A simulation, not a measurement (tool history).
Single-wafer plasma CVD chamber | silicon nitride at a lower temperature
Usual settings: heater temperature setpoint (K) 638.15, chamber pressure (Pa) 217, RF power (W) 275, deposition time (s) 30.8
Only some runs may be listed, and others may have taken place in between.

run   hour  heater temperature setpoint (K)  chamber pressure (Pa)  RF power (W)  deposition time (s)  wafers since the last listed run  hours since the last thermocouple change  hours since the last RF generator calibration  hours since the last manometer calibration  hours since the showerhead was replaced  hours since the gauge calibration  read-back reference wafer on the same gauge, thickness_nm  mean film thickness on the monitor wafer (angstrom)
  1      0                           638.15                    217           245                 32.6                                 0                                       7.8                                         1316.5                                      1002.2                                   6762.7                               40.9                                                      26.05                                               281.06
  2   24.1                           638.15                    217           245                 32.6                               403                                      31.9                                         1340.6                                      1026.3                                   6786.8                                 65                                                     26.133                                               280.38
  3   44.1                           638.15                    217           245                 32.6                               334                                      51.9                                         1360.6                                      1046.3                                   6806.8                                 85                                                     26.122                                               279.24
  4   56.5                           638.15                    217           275                 30.8                               207                                      64.3                                           1373                                      1058.7                                   6819.2                               97.4                                                     26.083                                               298.01
  5     80                           638.15                    217           275                 26.4                               393                                      87.8                                         1396.5                                      1082.2                                   6842.7                              120.9                                                     26.096                                               257.21
  6    113                           629.15                    173           245                 30.8                               552                                     120.8                                         1429.5                                      1115.2                                   6875.7                              153.9                                                     26.058                                               243.53
  7  144.5                           638.15                    165           275                 30.8                               527                                     152.3                                           1461                                      1146.7                                   6907.2                              185.4                                                      26.15                                               268.76
     168.1  -- capacitance manometer re-zeroed and calibrated
  8  168.6                           650.15                    181           275                 33.3                               269                                     176.4                                         1485.1                                         0.5                                   6931.3                              209.5                                                     26.058                                                288.6
  9  190.3                           634.15                    177           275                 30.8                               363                                     198.1                                         1506.8                                        22.2                                     6953                              231.2                                                     26.139                                               271.03
     202.7  -- RF generator calibrated
 10  222.7                           638.15                    217           325                 30.8                               408                                     230.5                                             20                                        54.6                                   6985.4                              263.6                                                      26.13                                               352.87
 11    237                           638.15                    217           275                   29                               239                                     244.8                                           34.3                                        68.9                                   6999.7                              277.9                                                     26.103                                               283.42
 12  305.7                           638.15                    176           315                 27.7                              1150                                     313.5                                            103                                       137.6                                   7068.4                              346.6                                                      26.12                                               284.08
 13  324.4                           650.15                    184           275                 27.4                               313                                     332.2                                          121.7                                       156.3                                   7087.1                              365.3                                                     26.128                                               251.02
 14  340.3                           638.15                    217           275                 30.8                               266                                     348.1                                          137.6                                       172.2                                     7103                              381.2                                                     26.031                                               301.99
 15  360.5                           638.15                    257           275                 30.8                               338                                     368.3                                          157.8                                       192.4                                   7123.2                              401.4                                                     26.097                                               320.84
       374  -- showerhead replaced
 16  376.5                           638.15                    217           330                 30.8                               133                                     384.3                                          173.8                                       208.4                                      2.5                              417.4                                                     26.091                                               357.39
 17  390.4                           638.15                    251           275                 30.8                               232                                     398.2                                          187.7                                       222.3                                     16.4                              431.3                                                      26.14                                               318.76
 18  404.8                           638.15                    252           275                 26.9                               241                                     412.6                                          202.1                                       236.7                                     30.8                              445.7                                                     26.091                                               276.01
 19  420.7                           648.15                    217           275                 25.3                               266                                     428.5                                            218                                       252.6                                     46.7                              461.6                                                      26.09                                               247.21
 20  444.8                           638.15                    217           275                 30.8                               403                                     452.6                                          242.1                                       276.7                                     70.8                              485.7                                                       26.1                                               302.33
 21  457.5                           626.15                    244           275                 30.8                               212                                     465.3                                          254.8                                       289.4                                     83.5                              498.4                                                     26.152                                               313.22
 22  486.2                           638.15                    217           275                 30.8                               480                                       494                                          283.5                                       318.1                                    112.2                              527.1                                                     26.105                                               300.61
 23  500.7                           638.15                    188           275                 27.3                               242                                     508.5                                            298                                       332.6                                    126.7                              541.6                                                     26.091                                               252.31
 24  529.2                           626.15                    259           275                 30.8                               477                                       537                                          326.5                                       361.1                                    155.2                              570.1                                                     26.065                                               324.97
 25  560.7                           638.15                    217           275                 30.8                               527                                     568.5                                            358                                       392.6                                    186.7                              601.6                                                     26.112                                               303.01
 26  576.2                           638.15                    217           235                 30.8                               259                                       584                                          373.5                                       408.1                                    202.2                              617.1                                                     26.124                                               256.45
 27  598.4                           632.15                    193           320                 25.1                               371                                     606.2                                          395.7                                       430.3                                    224.4                              639.3                                                     26.097                                               273.46
 28  611.8                           638.15                    165           275                 30.8                               224                                     619.6                                          409.1                                       443.7                                    237.8                              652.7                                                     26.092                                               273.29
 29  634.5                           638.15                    180           295                 30.8                               380                                     642.3                                          431.8                                       466.4                                    260.5                              675.4                                                     26.096                                               301.62

Pick out some run-to-run changes in mean film thickness on the monitor wafer (angstrom). Of each, how much would a tool without hidden state show as well, from the settings, what came in and chance, and how much is left for the hidden state and any gauge scatter not in both results compared?
Unlogged tool condition in this case: wafer temperature above the value expected at the setpoint (K); delivered RF power above the setpoint (%); true pressure above the setpoint (%); gauge reads high (%).
Run 7 -> 8: heater temperature setpoint (K) 638.15 -> 650.15, chamber pressure (Pa) 165 -> 181, deposition time (s) 30.8 -> 33.3, capacitance manometer re-zeroed and calibrated. mean film thickness on the monitor wafer (angstrom) +19.84: hidden state -7.83, all else +27.67.
Run 9 -> 10: heater temperature setpoint (K) 634.15 -> 638.15, chamber pressure (Pa) 177 -> 217, RF power (W) 275 -> 325, RF generator calibrated. mean film thickness on the monitor wafer (angstrom) +81.84: hidden state +9.73, all else +72.11.
Run 23 -> 24: heater temperature setpoint (K) 638.15 -> 626.15, chamber pressure (Pa) 188 -> 259, deposition time (s) 27.3 -> 30.8. mean film thickness on the monitor wafer (angstrom) +72.66: hidden state -0.34, all else +73.

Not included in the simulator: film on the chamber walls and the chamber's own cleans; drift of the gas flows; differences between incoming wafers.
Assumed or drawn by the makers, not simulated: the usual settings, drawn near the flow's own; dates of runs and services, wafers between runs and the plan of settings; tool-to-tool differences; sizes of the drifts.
